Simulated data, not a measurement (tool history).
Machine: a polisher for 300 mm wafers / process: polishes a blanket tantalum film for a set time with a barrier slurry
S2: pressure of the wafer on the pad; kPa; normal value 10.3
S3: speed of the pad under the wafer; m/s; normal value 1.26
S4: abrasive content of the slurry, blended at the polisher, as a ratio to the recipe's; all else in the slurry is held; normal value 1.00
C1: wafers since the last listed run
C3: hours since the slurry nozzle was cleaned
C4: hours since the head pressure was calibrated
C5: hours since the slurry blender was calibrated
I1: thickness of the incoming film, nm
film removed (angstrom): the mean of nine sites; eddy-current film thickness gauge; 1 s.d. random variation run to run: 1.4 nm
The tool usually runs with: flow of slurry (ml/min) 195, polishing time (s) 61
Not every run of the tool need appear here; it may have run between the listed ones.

{"run": 1, "hour": 0.0, "flow of slurry (ml/min)": 195, "S2": 10.3, "S3": 1.16, "S4": 0.75, "polishing time (s)": 61, "C1": 0, "wafers polished on this pad": 632, "C3": 123.5, "C4": 1266.7, "C5": 89.8, "I1": 447.8, "film removed (angstrom)": 802}
{"hour": 2.1, "done": "slurry blender recalibrated"}
{"run": 2, "hour": 12.4, "flow of slurry (ml/min)": 195, "S2": 10.3, "S3": 1.16, "S4": 0.75, "polishing time (s)": 61, "C1": 64, "wafers polished on this pad": 696, "C3": 135.9, "C4": 1279.1, "C5": 10.3, "I1": 432.5, "film removed (angstrom)": 810}
{"hour": 20.1, "done": "worn pad replaced by a new one"}
{"run": 3, "hour": 24.9, "flow of slurry (ml/min)": 195, "S2": 10.3, "S3": 1.12, "S4": 1.0, "polishing time (s)": 61, "C1": 52, "wafers polished on this pad": 29, "C3": 148.4, "C4": 1291.6, "C5": 22.8, "I1": 439.8, "film removed (angstrom)": 835}
{"run": 4, "hour": 32.4, "flow of slurry (ml/min)": 195, "S2": 7.6, "S3": 1.26, "S4": 1.0, "polishing time (s)": 61, "C1": 46, "wafers polished on this pad": 75, "C3": 155.9, "C4": 1299.1, "C5": 30.3, "I1": 438.7, "film removed (angstrom)": 697}
{"run": 5, "hour": 48.4, "flow of slurry (ml/min)": 195, "S2": 7.6, "S3": 1.26, "S4": 1.0, "polishing time (s)": 61, "C1": 98, "wafers polished on this pad": 174, "C3": 171.9, "C4": 1315.1, "C5": 46.3, "I1": 440.5, "film removed (angstrom)": 669}
{"run": 6, "hour": 54.5, "flow of slurry (ml/min)": 195, "S2": 10.3, "S3": 1.26, "S4": 0.8, "polishing time (s)": 61, "C1": 37, "wafers polished on this pad": 211, "C3": 178.0, "C4": 1321.2, "C5": 52.4, "I1": 442.7, "film removed (angstrom)": 874}
{"run": 7, "hour": 87.3, "flow of slurry (ml/min)": 195, "S2": 10.3, "S3": 1.26, "S4": 0.8, "polishing time (s)": 61, "C1": 201, "wafers polished on this pad": 413, "C3": 210.8, "C4": 1354.0, "C5": 85.2, "I1": 442.3, "film removed (angstrom)": 851}
{"hour": 109.2, "done": "slurry blender recalibrated"}
{"hour": 119.6, "done": "head pressure recalibrated"}
{"run": 8, "hour": 120.5, "flow of slurry (ml/min)": 195, "S2": 10.3, "S3": 1.26, "S4": 1.0, "polishing time (s)": 61, "C1": 179, "wafers polished on this pad": 593, "C3": 244.0, "C4": 0.9, "C5": 11.3, "I1": 446.1, "film removed (angstrom)": 933}
{"run": 9, "hour": 126.8, "flow of slurry (ml/min)": 195, "S2": 10.3, "S3": 1.26, "S4": 1.0, "polishing time (s)": 61, "C1": 38, "wafers polished on this pad": 632, "C3": 250.3, "C4": 7.2, "C5": 17.6, "I1": 449.6, "film removed (angstrom)": 946}
{"hour": 132.4, "done": "worn pad replaced by a new one"}
{"run": 10, "hour": 139.0, "flow of slurry (ml/min)": 195, "S2": 10.3, "S3": 1.26, "S4": 1.0, "polishing time (s)": 61, "C1": 50, "wafers polished on this pad": 40, "C3": 262.5, "C4": 19.4, "C5": 29.8, "I1": 438.5, "film removed (angstrom)": 915}
{"run": 11, "hour": 155.4, "flow of slurry (ml/min)": 195, "S2": 10.3, "S3": 1.26, "S4": 1.0, "polishing time (s)": 61, "C1": 100, "wafers polished on this pad": 141, "C3": 278.9, "C4": 35.8, "C5": 46.2, "I1": 440.8, "film removed (angstrom)": 933}
{"run": 12, "hour": 166.9, "flow of slurry (ml/min)": 195, "S2": 10.3, "S3": 1.26, "S4": 1.0, "polishing time (s)": 61, "C1": 70, "wafers polished on this pad": 212, "C3": 290.4, "C4": 47.3, "C5": 57.7, "I1": 445.0, "film removed (angstrom)": 899}
{"run": 13, "hour": 184.2, "flow of slurry (ml/min)": 195, "S2": 10.3, "S3": 1.26, "S4": 1.0, "polishing time (s)": 61, "C1": 106, "wafers polished on this pad": 319, "C3": 307.7, "C4": 64.6, "C5": 75.0, "I1": 435.2, "film removed (angstrom)": 904}
{"run": 14, "hour": 202.1, "flow of slurry (ml/min)": 195, "S2": 10.3, "S3": 1.26, "S4": 1.0, "polishing time (s)": 53, "C1": 110, "wafers polished on this pad": 429, "C3": 325.6, "C4": 82.5, "C5": 92.9, "I1": 432.0, "film removed (angstrom)": 789}
{"run": 15, "hour": 212.8, "flow of slurry (ml/min)": 195, "S2": 10.3, "S3": 1.26, "S4": 0.8, "polishing time (s)": 61, "C1": 65, "wafers polished on this pad": 495, "C3": 336.3, "C4": 93.2, "C5": 103.6, "I1": 432.5, "film removed (angstrom)": 856}
{"run": 16, "hour": 220.4, "flow of slurry (ml/min)": 220, "S2": 13.1, "S3": 1.26, "S4": 1.0, "polishing time (s)": 68, "C1": 46, "wafers polished on this pad": 542, "C3": 343.9, "C4": 100.8, "C5": 111.2, "I1": 446.6, "film removed (angstrom)": 1234}
{"hour": 225.2, "done": "slurry blender recalibrated"}
{"run": 17, "hour": 237.6, "flow of slurry (ml/min)": 195, "S2": 8.3, "S3": 1.12, "S4": 1.1, "polishing time (s)": 61, "C1": 93, "wafers polished on this pad": 635, "C3": 361.1, "C4": 118.0, "C5": 12.4, "I1": 438.1, "film removed (angstrom)": 698}
{"hour": 243.5, "done": "worn pad replaced by a new one"}
{"run": 18, "hour": 245.5, "flow of slurry (ml/min)": 195, "S2": 10.3, "S3": 1.16, "S4": 0.75, "polishing time (s)": 61, "C1": 24, "wafers polished on this pad": 12, "C3": 369.0, "C4": 125.9, "C5": 20.3, "I1": 446.0, "film removed (angstrom)": 839}
{"hour": 254.1, "done": "slurry nozzle cleaned"}
{"run": 19, "hour": 256.1, "flow of slurry (ml/min)": 215, "S2": 9.7, "S3": 1.26, "S4": 1.0, "polishing time (s)": 69, "C1": 59, "wafers polished on this pad": 71, "C3": 2.0, "C4": 136.5, "C5": 30.9, "I1": 444.9, "film removed (angstrom)": 1003}
{"run": 20, "hour": 269.2, "flow of slurry (ml/min)": 195, "S2": 12.4, "S3": 0.9, "S4": 1.0, "polishing time (s)": 43, "C1": 80, "wafers polished on this pad": 151, "C3": 15.1, "C4": 149.6, "C5": 44.0, "I1": 445.3, "film removed (angstrom)": 560}
{"run": 21, "hour": 276.2, "flow of slurry (ml/min)": 195, "S2": 13.8, "S3": 0.94, "S4": 1.0, "polishing time (s)": 61, "C1": 43, "wafers polished on this pad": 194, "C3": 22.1, "C4": 156.6, "C5": 51.0, "I1": 438.4, "film removed (angstrom)": 892}

Predict the results of run 22:
{"run": 22, "hour": 290.1, "flow of slurry (ml/min)": 175, "S2": 11.7, "S3": 1.68, "S4": 0.9, "polishing time (s)": 61, "C1": 85, "wafers polished on this pad": 280, "C3": 36.0, "C4": 170.5, "C5": 64.9, "I1": 437.4, "film removed (angstrom)": "?"}

{"run 22": {"film removed (angstrom)": 1308}}
Minus the tool's unlogged condition, the same run would have read film removed (angstrom) 1372.
